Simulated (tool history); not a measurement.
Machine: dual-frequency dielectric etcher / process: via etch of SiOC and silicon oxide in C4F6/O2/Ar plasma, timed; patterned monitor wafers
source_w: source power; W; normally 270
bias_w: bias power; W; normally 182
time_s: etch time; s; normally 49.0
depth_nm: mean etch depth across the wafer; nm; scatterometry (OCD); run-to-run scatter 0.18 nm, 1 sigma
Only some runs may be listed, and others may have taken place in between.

run,hour,source_w,bias_w,time_s,"read-back reference wafer on the same gauge, depth_nm",depth_nm
1,0.0,270,182,60.0,44.51,55.25
2,35.2,270,182,49.0,44.47,45.55
3,56.3,270,182,49.0,44.37,45.55
4,130.6,270,182,49.0,44.57,45.54
5,156.9,270,182,49.0,44.37,45.64
6,177.9,270,182,49.0,44.48,46.30
7,197.0,270,182,49.0,44.42,46.00
8,217.7,270,182,49.0,44.44,46.02
9,236.6,230,182,49.0,44.50,43.11
10,259.5,230,182,49.0,44.41,43.64
11,274.9,290,182,49.0,44.46,47.48
12,287.4,270,182,42.5,44.40,40.21
# hour 302.2: gauge calibrated
13,305.7,270,182,42.5,44.49,40.31
# hour 335.0: wet clean of the chamber
# hour 349.5: upper electrode replaced, of another model than before
14,350.0,270,199,49.0,44.50,45.99

Predict the results of run 15:
15,350.5,250,197,49.0,?,?

{"run 15": {"read-back reference wafer on the same gauge, depth_nm": 44.51, "depth_nm": 43.85}}
Were there no unlogged condition in the tool, this run, its random variation unchanged, would have produced depth_nm 43.99 nm.

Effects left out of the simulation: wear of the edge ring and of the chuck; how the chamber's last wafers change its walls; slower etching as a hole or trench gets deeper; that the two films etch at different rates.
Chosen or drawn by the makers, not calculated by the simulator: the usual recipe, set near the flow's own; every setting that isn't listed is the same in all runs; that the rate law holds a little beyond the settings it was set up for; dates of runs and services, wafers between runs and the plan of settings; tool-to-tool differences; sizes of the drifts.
